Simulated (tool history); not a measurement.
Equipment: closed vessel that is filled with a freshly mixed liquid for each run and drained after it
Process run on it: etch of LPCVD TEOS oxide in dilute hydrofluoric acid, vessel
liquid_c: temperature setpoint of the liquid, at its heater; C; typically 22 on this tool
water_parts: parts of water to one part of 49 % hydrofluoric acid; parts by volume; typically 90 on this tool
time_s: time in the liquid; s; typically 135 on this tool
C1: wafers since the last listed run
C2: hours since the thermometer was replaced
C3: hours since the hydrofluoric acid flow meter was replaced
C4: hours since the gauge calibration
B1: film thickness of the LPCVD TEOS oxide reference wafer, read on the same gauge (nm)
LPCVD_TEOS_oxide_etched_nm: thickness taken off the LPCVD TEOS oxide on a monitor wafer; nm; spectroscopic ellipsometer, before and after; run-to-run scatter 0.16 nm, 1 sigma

run 1 hour=0 | liquid_c=20.5 water_parts=90 time_s=135 | C1=0 C2=2611.7 C3=1866.9 C4=117.4 | B1=39.83 | LPCVD_TEOS_oxide_etched_nm=29.17
run 2 hour=34 | liquid_c=20.5 water_parts=90 time_s=135 | C1=3762 C2=2645.7 C3=1900.9 C4=151.4 | B1=39.82 | LPCVD_TEOS_oxide_etched_nm=28.91
run 3 hour=59 | liquid_c=22 water_parts=60 time_s=135 | C1=2766 C2=2670.7 C3=1925.9 C4=176.4 | B1=39.78 | LPCVD_TEOS_oxide_etched_nm=47.95
run 4 hour=92.1 | liquid_c=22 water_parts=60 time_s=135 | C1=3662 C2=2703.8 C3=1959 C4=209.5 | B1=39.75 | LPCVD_TEOS_oxide_etched_nm=47.88
run 5 hour=111.3 | liquid_c=22 water_parts=60 time_s=135 | C1=2124 C2=2723 C3=1978.2 C4=228.7 | B1=39.72 | LPCVD_TEOS_oxide_etched_nm=47.67
run 6 hour=141.1 | liquid_c=24 water_parts=90 time_s=135 | C1=3297 C2=2752.8 C3=2008 C4=258.5 | B1=39.68 | LPCVD_TEOS_oxide_etched_nm=33.58
run 7 hour=173.2 | liquid_c=24 water_parts=90 time_s=135 | C1=3552 C2=2784.9 C3=2040.1 C4=290.6 | B1=39.59 | LPCVD_TEOS_oxide_etched_nm=33.46
-- hour=192.6 thermometer replaced
run 8 hour=193.2 | liquid_c=24 water_parts=90 time_s=135 | C1=2102 C2=0.6 C3=2060.1 C4=310.6 | B1=39.61 | LPCVD_TEOS_oxide_etched_nm=33.24
run 9 hour=220.8 | liquid_c=22 water_parts=90 time_s=75 | C1=3054 C2=28.2 C3=2087.7 C4=338.2 | B1=39.54 | LPCVD_TEOS_oxide_etched_nm=17.09
-- hour=236.3 hydrofluoric acid flow meter replaced
run 10 hour=237.5 | liquid_c=22 water_parts=90 time_s=75 | C1=1737 C2=44.9 C3=1.2 C4=354.9 | B1=39.48 | LPCVD_TEOS_oxide_etched_nm=16.96
run 11 hour=262.8 | liquid_c=22 water_parts=80 time_s=65 | C1=2799 C2=70.2 C3=26.5 C4=380.2 | B1=39.44 | LPCVD_TEOS_oxide_etched_nm=16.84
run 12 hour=292.2 | liquid_c=22 water_parts=90 time_s=135 | C1=3253 C2=99.6 C3=55.9 C4=409.6 | B1=39.38 | LPCVD_TEOS_oxide_etched_nm=30.29
run 13 hour=318.8 | liquid_c=22 water_parts=105 time_s=135 | C1=2943 C2=126.2 C3=82.5 C4=436.2 | B1=39.3 | LPCVD_TEOS_oxide_etched_nm=25.44
run 14 hour=338.1 | liquid_c=23.5 water_parts=125 time_s=135 | C1=2135 C2=145.5 C3=101.8 C4=455.5 | B1=39.27 | LPCVD_TEOS_oxide_etched_nm=22.43
-- hour=350.9 gauge calibrated
run 15 hour=356.9 | liquid_c=22 water_parts=90 time_s=135 | C1=2080 C2=164.3 C3=120.6 C4=6 | B1=39.98 | LPCVD_TEOS_oxide_etched_nm=31.12
run 16 hour=391.2 | liquid_c=22 water_parts=90 time_s=205 | C1=3795 C2=198.6 C3=154.9 C4=40.3 | B1=40.03 | LPCVD_TEOS_oxide_etched_nm=47.42
run 17 hour=416.3 | liquid_c=22 water_parts=90 time_s=175 | C1=2777 C2=223.7 C3=180 C4=65.4 | B1=39.99 | LPCVD_TEOS_oxide_etched_nm=40.47

Predict the results of run 18:
run 18 hour=448.2 | liquid_c=20 water_parts=55 time_s=55 | C1=3530 C2=255.6 C3=211.9 C4=97.3 | B1=? | LPCVD_TEOS_oxide_etched_nm=?

B1: 39.99
LPCVD_TEOS_oxide_etched_nm: 19.8 nm
If the tool had no hidden condition, the same run with the same run-to-run variation would have returned LPCVD_TEOS_oxide_etched_nm 19.81 nm.
